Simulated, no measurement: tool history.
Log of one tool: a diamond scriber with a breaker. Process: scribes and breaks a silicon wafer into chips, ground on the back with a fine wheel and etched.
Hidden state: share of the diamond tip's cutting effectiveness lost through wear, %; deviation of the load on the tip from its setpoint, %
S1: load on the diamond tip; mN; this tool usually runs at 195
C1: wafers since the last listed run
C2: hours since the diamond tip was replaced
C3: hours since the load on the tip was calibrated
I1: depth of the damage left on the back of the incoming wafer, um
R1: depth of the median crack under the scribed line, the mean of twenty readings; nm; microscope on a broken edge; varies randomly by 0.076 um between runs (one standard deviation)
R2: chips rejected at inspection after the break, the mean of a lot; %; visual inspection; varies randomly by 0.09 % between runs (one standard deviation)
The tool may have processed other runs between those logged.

{"run": 1, "hour": 0.0, "S1": 195, "C1": 0, "C2": 1073.0, "C3": 1535.8, "I1": 0.34, "R1": 9160, "R2": 1.19}
{"run": 2, "hour": 8.5, "S1": 195, "C1": 52, "C2": 1081.5, "C3": 1544.3, "I1": 0.42, "R1": 9310, "R2": 1.2}
{"run": 3, "hour": 18.6, "S1": 195, "C1": 62, "C2": 1091.6, "C3": 1554.4, "I1": 0.65, "R1": 9010, "R2": 1.34}
{"run": 4, "hour": 29.1, "S1": 227, "C1": 64, "C2": 1102.1, "C3": 1564.9, "I1": 0.35, "R1": 10590, "R2": 2.83}
{"run": 5, "hour": 45.0, "S1": 227, "C1": 98, "C2": 1118.0, "C3": 1580.8, "I1": 0.46, "R1": 10490, "R2": 2.69}
{"run": 6, "hour": 56.0, "S1": 175, "C1": 68, "C2": 1129.0, "C3": 1591.8, "I1": 0.51, "R1": 8200, "R2": 3.04}
{"run": 7, "hour": 62.7, "S1": 228, "C1": 41, "C2": 1135.7, "C3": 1598.5, "I1": 0.65, "R1": 10600, "R2": 2.67}
{"run": 8, "hour": 74.3, "S1": 235, "C1": 71, "C2": 1147.3, "C3": 1610.1, "I1": 0.55, "R1": 10910, "R2": 3.48}
{"run": 9, "hour": 114.8, "S1": 235, "C1": 250, "C2": 1187.8, "C3": 1650.6, "I1": 0.67, "R1": 11050, "R2": 3.25}
{"run": 10, "hour": 124.2, "S1": 195, "C1": 58, "C2": 1197.2, "C3": 1660.0, "I1": 0.64, "R1": 9140, "R2": 1.36}
{"run": 11, "hour": 141.0, "S1": 195, "C1": 103, "C2": 1214.0, "C3": 1676.8, "I1": 0.4, "R1": 9120, "R2": 1.28}
{"hour": 191.2, "done": "diamond tip replaced by a new one"}
{"run": 12, "hour": 192.7, "S1": 195, "C1": 307, "C2": 1.5, "C3": 1728.5, "I1": 0.69, "R1": 10620, "R2": 2.59}
{"run": 13, "hour": 204.8, "S1": 195, "C1": 74, "C2": 13.6, "C3": 1740.6, "I1": 0.77, "R1": 10770, "R2": 2.96}
{"run": 14, "hour": 216.6, "S1": 195, "C1": 73, "C2": 25.4, "C3": 1752.4, "I1": 0.53, "R1": 10850, "R2": 2.91}
{"run": 15, "hour": 228.7, "S1": 165, "C1": 74, "C2": 37.5, "C3": 1764.5, "I1": 0.47, "R1": 9200, "R2": 1.19}
{"run": 16, "hour": 237.7, "S1": 165, "C1": 55, "C2": 46.5, "C3": 1773.5, "I1": 0.76, "R1": 9070, "R2": 1.31}
{"run": 17, "hour": 250.2, "S1": 165, "C1": 77, "C2": 59.0, "C3": 1786.0, "I1": 0.46, "R1": 9010, "R2": 1.3}
{"run": 18, "hour": 264.0, "S1": 230, "C1": 85, "C2": 72.8, "C3": 1799.8, "I1": 0.33, "R1": 12800, "R2": 9.7}
{"hour": 270.3, "done": "load on the tip recalibrated"}
{"run": 19, "hour": 277.1, "S1": 230, "C1": 68, "C2": 85.9, "C3": 6.8, "I1": 0.75, "R1": 10540, "R2": 2.17}
{"run": 20, "hour": 290.4, "S1": 195, "C1": 82, "C2": 99.2, "C3": 20.1, "I1": 0.34, "R1": 8830, "R2": 1.19}
{"run": 21, "hour": 301.2, "S1": 145, "C1": 66, "C2": 110.0, "C3": 30.9, "I1": 0.33, "R1": 6460, "R2": 12.47}
{"run": 22, "hour": 312.7, "S1": 174, "C1": 71, "C2": 121.5, "C3": 42.4, "I1": 0.38, "R1": 7950, "R2": 3.88}
{"run": 23, "hour": 321.1, "S1": 195, "C1": 51, "C2": 129.9, "C3": 50.8, "I1": 0.3, "R1": 8820, "R2": 1.29}
{"run": 24, "hour": 330.5, "S1": 244, "C1": 58, "C2": 139.3, "C3": 60.2, "I1": 0.51, "R1": 11150, "R2": 4.1}
{"run": 25, "hour": 342.3, "S1": 247, "C1": 73, "C2": 151.1, "C3": 72.0, "I1": 0.46, "R1": 10960, "R2": 3.9}
{"run": 26, "hour": 349.6, "S1": 148, "C1": 45, "C2": 158.4, "C3": 79.3, "I1": 0.49, "R1": 6630, "R2": 13.27}
{"run": 27, "hour": 357.9, "S1": 148, "C1": 51, "C2": 166.7, "C3": 87.6, "I1": 0.46, "R1": 6550, "R2": 14.04}
{"run": 28, "hour": 366.9, "S1": 195, "C1": 55, "C2": 175.7, "C3": 96.6, "I1": 0.54, "R1": 8960, "R2": 1.7}
{"run": 29, "hour": 373.6, "S1": 195, "C1": 41, "C2": 182.4, "C3": 103.3, "I1": 0.32, "R1": 9000, "R2": 1.58}
{"run": 30, "hour": 384.0, "S1": 223, "C1": 64, "C2": 192.8, "C3": 113.7, "I1": 0.47, "R1": 10010, "R2": 1.48}
{"run": 31, "hour": 401.5, "S1": 195, "C1": 108, "C2": 210.3, "C3": 131.2, "I1": 0.51, "R1": 8650, "R2": 1.7}
{"run": 32, "hour": 410.1, "S1": 237, "C1": 53, "C2": 218.9, "C3": 139.8, "I1": 0.32, "R1": 10620, "R2": 2.9}
{"run": 33, "hour": 418.9, "S1": 195, "C1": 54, "C2": 227.7, "C3": 148.6, "I1": 0.75, "R1": 8750, "R2": 1.44}
{"run": 34, "hour": 427.2, "S1": 195, "C1": 51, "C2": 236.0, "C3": 156.9, "I1": 0.4, "R1": 8900, "R2": 1.57}
{"run": 35, "hour": 442.8, "S1": 241, "C1": 96, "C2": 251.6, "C3": 172.5, "I1": 0.47, "R1": 10690, "R2": 3.21}
{"run": 36, "hour": 454.3, "S1": 177, "C1": 71, "C2": 263.1, "C3": 184.0, "I1": 0.35, "R1": 7920, "R2": 4.21}
{"run": 37, "hour": 466.0, "S1": 157, "C1": 72, "C2": 274.8, "C3": 195.7, "I1": 0.3, "R1": 6960, "R2": 10.29}
{"run": 38, "hour": 472.2, "S1": 235, "C1": 38, "C2": 281.0, "C3": 201.9, "I1": 0.59, "R1": 10510, "R2": 2.51}
{"run": 39, "hour": 478.5, "S1": 143, "C1": 38, "C2": 287.3, "C3": 208.2, "I1": 0.66, "R1": 6320, "R2": 17.08}
{"run": 40, "hour": 493.9, "S1": 144, "C1": 95, "C2": 302.7, "C3": 223.6, "I1": 0.35, "R1": 6260, "R2": 15.93}

What if the next run were any one of these 5? Each begins from the tool's condition after run 40:
{"run": "A", "hour": 494.4, "S1": 242, "C1": 3, "C2": 303.2, "C3": 224.1, "I1": 0.46, "R1": "?", "R2": "?"}
{"run": "B", "hour": 494.4, "S1": 249, "C1": 3, "C2": 303.2, "C3": 224.1, "I1": 0.46, "R1": "?", "R2": "?"}
{"run": "C", "hour": 494.4, "S1": 226, "C1": 3, "C2": 303.2, "C3": 224.1, "I1": 0.46, "R1": "?", "R2": "?"}
{"run": "D", "hour": 494.4, "S1": 222, "C1": 3, "C2": 303.2, "C3": 224.1, "I1": 0.46, "R1": "?", "R2": "?"}
{"run": "E", "hour": 494.4, "S1": 238, "C1": 3, "C2": 303.2, "C3": 224.1, "I1": 0.46, "R1": "?", "R2": "?"}

run=A R1=10630 R2=3.17
run=B R1=10910 R2=4.01
run=C R1=9990 R2=1.74
run=D R1=9820 R2=1.52
run=E R1=10480 R2=2.74
The same runs, with their run-to-run variation unchanged, on a tool lacking any hidden condition would have given:
run=A R1=11460 R2=6.03
run=B R1=11760 R2=7.27
run=C R1=10770 R2=3.56
run=D R1=10590 R2=3.05
run=E R1=11290 R2=5.36
